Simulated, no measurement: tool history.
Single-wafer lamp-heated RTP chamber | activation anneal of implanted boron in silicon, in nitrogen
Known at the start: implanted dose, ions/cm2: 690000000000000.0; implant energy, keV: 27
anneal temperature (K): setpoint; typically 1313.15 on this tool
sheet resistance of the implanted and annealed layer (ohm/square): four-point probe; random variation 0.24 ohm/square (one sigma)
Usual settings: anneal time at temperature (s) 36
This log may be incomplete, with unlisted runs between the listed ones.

run	hour	anneal temperature (K)	anneal time at temperature (s)	wafers since the last listed run	wafers since the last pyrometer calibration	wafers since the reflector plate was cleaned	hours since the gauge calibration	read-back reference wafer on the same gauge, sheet resistance	sheet resistance of the implanted and annealed layer (ohm/square)
1	0.0	1313.15	36	0	6797	4897	135.2	183.91	156.09
# hour 24.7: pyrometer window cleaned and pyrometer calibrated
2	57.7	1313.15	36	1156	768	6053	192.9	183.99	156.60
3	103.4	1313.15	36	1063	1832	7117	238.6	184.01	157.01
4	210.0	1313.15	36	2480	4313	9598	345.2	183.97	156.36
5	317.3	1313.15	36	2497	6810	12095	452.5	183.95	156.03
# hour 328.7: pyrometer window cleaned and pyrometer calibrated
6	375.2	1313.15	36	1161	1081	13256	510.4	183.90	156.58
7	411.5	1300.15	48	844	1926	14101	546.7	183.97	157.01
# hour 441.0: reflector plate cleaned
8	490.3	1313.15	36	1647	3573	1146	625.5	184.01	156.27
9	563.8	1313.15	36	1710	5284	2857	699.0	183.92	156.34
10	666.3	1313.15	36	2385	7669	5242	801.5	184.03	156.15
# hour 678.3: pyrometer window cleaned and pyrometer calibrated
11	703.5	1313.15	36	679	586	5922	838.7	184.01	156.77
12	758.3	1327.15	19	1275	1862	7197	893.5	183.92	157.28
13	810.4	1342.15	27	1212	3074	8410	945.6	184.01	155.60
14	899.5	1313.15	36	2073	5148	10483	1034.7	184.02	156.36
15	994.3	1323.15	43	2206	7354	12690	1129.5	183.96	155.41
# hour 1012.8: pyrometer window cleaned and pyrometer calibrated
# hour 1027.3: reflector plate cleaned
# hour 1043.6: gauge calibrated
16	1063.4	1302.15	50	1235	991	839	19.8	184.07	156.81
17	1170.0	1313.15	36	2480	3472	3320	126.4	184.00	156.12
18	1277.7	1331.15	36	2506	5979	5826	234.1	183.98	155.26
19	1344.9	1313.15	36	1563	7543	7390	301.3	183.99	155.98
# hour 1373.7: pyrometer window cleaned and pyrometer calibrated
20	1444.6	1295.15	16	2134	1649	9524	401.0	184.01	159.49
21	1530.0	1321.15	28	1987	3636	11512	486.4	184.04	155.99
22	1604.9	1313.15	36	1743	5379	13255	561.3	184.01	156.36

What was the tool's hidden state at every run in the log?
wafer temperature error from the tarnished reflector plate, K: 0 in every run
gauge reads high (%): 0 in every run
H1: true wafer temperature minus pyrometer reading, K
run	H1
1	12.1
2	4.33
3	7.56
4	11.4
5	12.8
6	6.18
7	8.53
8	11.6
9	13
10	13.8
11	2.95
12	6.94
13	9.25
14	11.3
15	12.3
16	6.67
17	11.6
18	13.5
19	14
20	7.49
21	11.1
22	12.6

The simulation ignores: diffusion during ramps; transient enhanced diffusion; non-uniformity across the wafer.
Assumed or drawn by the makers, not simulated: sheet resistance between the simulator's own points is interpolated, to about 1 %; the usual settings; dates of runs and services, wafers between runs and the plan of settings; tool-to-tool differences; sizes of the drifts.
